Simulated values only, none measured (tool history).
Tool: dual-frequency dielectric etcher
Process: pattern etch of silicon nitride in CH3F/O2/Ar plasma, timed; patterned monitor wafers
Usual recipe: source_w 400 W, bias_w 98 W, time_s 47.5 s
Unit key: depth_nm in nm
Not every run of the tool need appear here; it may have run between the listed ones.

run   hour  source_w  bias_w  time_s  wafers since the last listed run  hours since the last wet clean  hours since the last source power generator calibration  hours since the last bias power generator calibration  hours since the last upper electrode change  hours since the gauge calibration  read-back reference wafer on the same gauge, depth_nm  depth_nm
  1    0.0       400      98    47.5                                 0                           473.9                                                   2365.1                                                 3846.7                                       4611.5                              456.1                                                  30.86     37.49
  2   17.0       400      98    47.5                               150                           490.9                                                   2382.1                                                 3863.7                                       4628.5                              473.1                                                  30.92     37.18
      55.8  -- wet clean of the chamber
  3   56.3       400      98    47.5                               135                             0.5                                                   2421.4                                                 3903.0                                       4667.8                              512.4                                                  30.90     37.89
  4   67.3       400      98    47.5                                97                            11.5                                                   2432.4                                                 3914.0                                       4678.8                              523.4                                                  30.85     38.29
  5   81.2       400      98    54.0                               122                            25.4                                                   2446.3                                                 3927.9                                       4692.7                              537.3                                                  30.88     43.73
  6  109.7       400      98    47.5                               251                            53.9                                                   2474.8                                                 3956.4                                       4721.2                              565.8                                                  30.91     38.04
  7  122.3       400      98    44.0                               111                            66.5                                                   2487.4                                                 3969.0                                       4733.8                              578.4                                                  30.93     34.83
  8  154.9       400      98    44.0                               287                            99.1                                                   2520.0                                                 4001.6                                       4766.4                              611.0                                                  30.84     35.10
  9  184.5       400      98    54.0                               261                           128.7                                                   2549.6                                                 4031.2                                       4796.0                              640.6                                                  30.92     43.11
 10  211.6       430     118    35.0                               239                           155.8                                                   2576.7                                                 4058.3                                       4823.1                              667.7                                                  30.90     30.41
 11  245.0       400      98    47.5                               294                           189.2                                                   2610.1                                                 4091.7                                       4856.5                              701.1                                                  30.95     37.58
 12  258.5       360      82    47.5                               119                           202.7                                                   2623.6                                                 4105.2                                       4870.0                              714.6                                                  30.92     34.55
 13  284.8       300      75    52.5                               232                           229.0                                                   2649.9                                                 4131.5                                       4896.3                              740.9                                                  30.85     35.11
 14  310.9       320      98    55.0                               230                           255.1                                                   2676.0                                                 4157.6                                       4922.4                              767.0                                                  30.98     41.38
 15  337.0       450     104    55.5                               230                           281.2                                                   2702.1                                                 4183.7                                       4948.5                              793.1                                                  30.87     46.15
 16  350.7       400      98    47.5                               120                           294.9                                                   2715.8                                                 4197.4                                       4962.2                              806.8                                                  30.91     37.66
     368.9  -- bias power generator calibrated
     388.6  -- upper electrode replaced
 17  389.1       450      98    47.5                               129                           333.3                                                   2754.2                                                   20.2                                          0.5                              845.2                                                  30.92     39.11
 18  391.2       360      98    47.5                                18                           335.4                                                   2756.3                                                   22.3                                          2.6                              847.3                                                  30.89     36.88

Run 19 has not been measured yet. What should we expect?
     402.3  -- source power generator calibrated
 19  403.9       400      98    44.0                                76                           348.1                                                      1.6                                                   35.0                                         15.3                              860.0                                                      ?         ?

read-back reference wafer on the same gauge, depth_nm: 30.97
depth_nm: 34.24 nm
The same run, on a tool lacking any hidden state, would have yielded depth_nm 34.86 nm.

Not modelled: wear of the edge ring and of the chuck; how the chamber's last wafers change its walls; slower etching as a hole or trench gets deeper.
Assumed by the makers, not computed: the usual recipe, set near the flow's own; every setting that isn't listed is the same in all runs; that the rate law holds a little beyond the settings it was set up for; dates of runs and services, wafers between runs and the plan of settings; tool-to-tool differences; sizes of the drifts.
